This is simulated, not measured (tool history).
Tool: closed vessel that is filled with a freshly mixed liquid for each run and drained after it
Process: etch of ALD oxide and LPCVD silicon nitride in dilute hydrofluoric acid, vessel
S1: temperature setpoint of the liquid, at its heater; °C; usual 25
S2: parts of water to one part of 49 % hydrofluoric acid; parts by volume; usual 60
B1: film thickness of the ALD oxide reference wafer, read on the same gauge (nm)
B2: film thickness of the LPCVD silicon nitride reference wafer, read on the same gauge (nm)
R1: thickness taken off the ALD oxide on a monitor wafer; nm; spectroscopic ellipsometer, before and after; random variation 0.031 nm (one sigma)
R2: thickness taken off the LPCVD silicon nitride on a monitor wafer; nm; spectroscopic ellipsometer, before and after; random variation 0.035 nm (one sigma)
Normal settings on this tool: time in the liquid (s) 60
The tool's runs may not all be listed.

Run 1, hour 0: usual settings; B1 60.02; B2 140.005. Result: R1 12.35 nm, R2 0.376 nm.
Run 2, hour 20.8: usual settings; B1 60; B2 139.989. Result: R1 12.28 nm, R2 0.349 nm.
Run 3, hour 35.1: usual settings; B1 59.94; B2 139.994. Result: R1 12.31 nm, R2 0.405 nm.
Run 4, hour 49.8: usual settings but time in the liquid (s) 85; B1 59.97; B2 140.007. Result: R1 17.31 nm, R2 0.531 nm.
At hour 52: gauge calibrated.
Run 5, hour 63.6: usual settings but time in the liquid (s) 85; B1 60.01; B2 139.995. Result: R1 17.25 nm, R2 0.595 nm.
Run 6, hour 76.5: usual settings; B1 59.99; B2 139.995. Result: R1 12.12 nm, R2 0.415 nm.
Run 7, hour 87.8: usual settings; B1 60.03; B2 139.981. Result: R1 12.12 nm, R2 0.386 nm.
Run 8, hour 97.9: usual settings but S1 27.5 °C; B1 59.97; B2 140.001. Result: R1 13.35 nm, R2 0.433 nm.
Run 9, hour 107.3: usual settings but S1 26.5 °C, S2 35 parts by volume, time in the liquid (s) 40; B1 60.01; B2 140.004. Result: R1 15.2 nm, R2 0.473 nm.
At hour 114.9: thermometer replaced.
Run 10, hour 115.4: usual settings; B1 60; B2 139.996. Result: R1 13.59 nm, R2 0.497 nm.
Run 11, hour 125.1: usual settings but S2 70 parts by volume; B1 60.01; B2 139.986. Result: R1 11.51 nm, R2 0.404 nm.
At hour 130: hydrofluoric acid flow meter replaced.
Run 12, hour 141.6: usual settings but time in the liquid (s) 80; B1 60.03; B2 140.008. Result: R1 20.64 nm, R2 0.711 nm.
Run 13, hour 149: usual settings but S1 27.5 °C, S2 50 parts by volume, time in the liquid (s) 35; B1 59.99; B2 139.992. Result: R1 12.14 nm, R2 0.457 nm.
At hour 150.3: gauge calibrated.
Run 14, hour 166.7: usual settings but S1 27 °C, S2 70 parts by volume; B1 60; B2 139.987. Result: R1 14.08 nm, R2 0.501 nm.

5 options for the next run, each taken on its own from the tool as it stands now. Forecast them:
Run A, hour 167.4: usual settings; B1 ?; B2 ?. Result: R1 ?, R2 ?.
Run B, hour 167.4: usual settings but S2 90 parts by volume, time in the liquid (s) 80; B1 ?; B2 ?. Result: R1 ?, R2 ?.
Run C, hour 167.4: usual settings but time in the liquid (s) 30; B1 ?; B2 ?. Result: R1 ?, R2 ?.
Run D, hour 167.4: usual settings but S1 23 °C, S2 50 parts by volume, time in the liquid (s) 35; B1 ?; B2 ?. Result: R1 ?, R2 ?.
Run E, hour 167.4: usual settings but S1 20 °C; B1 ?; B2 ?. Result: R1 ?, R2 ?.

run     B1       B2     R1     R2
  A  59.99  139.989  15.37  0.527
  B  59.99  139.989  13.13  0.471
  C  59.99  139.989   7.68  0.263
  D  59.99  139.989  10.04  0.321
  E  59.99  139.989   12.5  0.375
Take away the tool's hidden state, keep each run's random variation, and the runs would have read:
run     R1     R2
  A  15.54  0.534
  B  13.28  0.477
  C   7.77  0.267
  D  10.15  0.325
  E  12.64   0.38
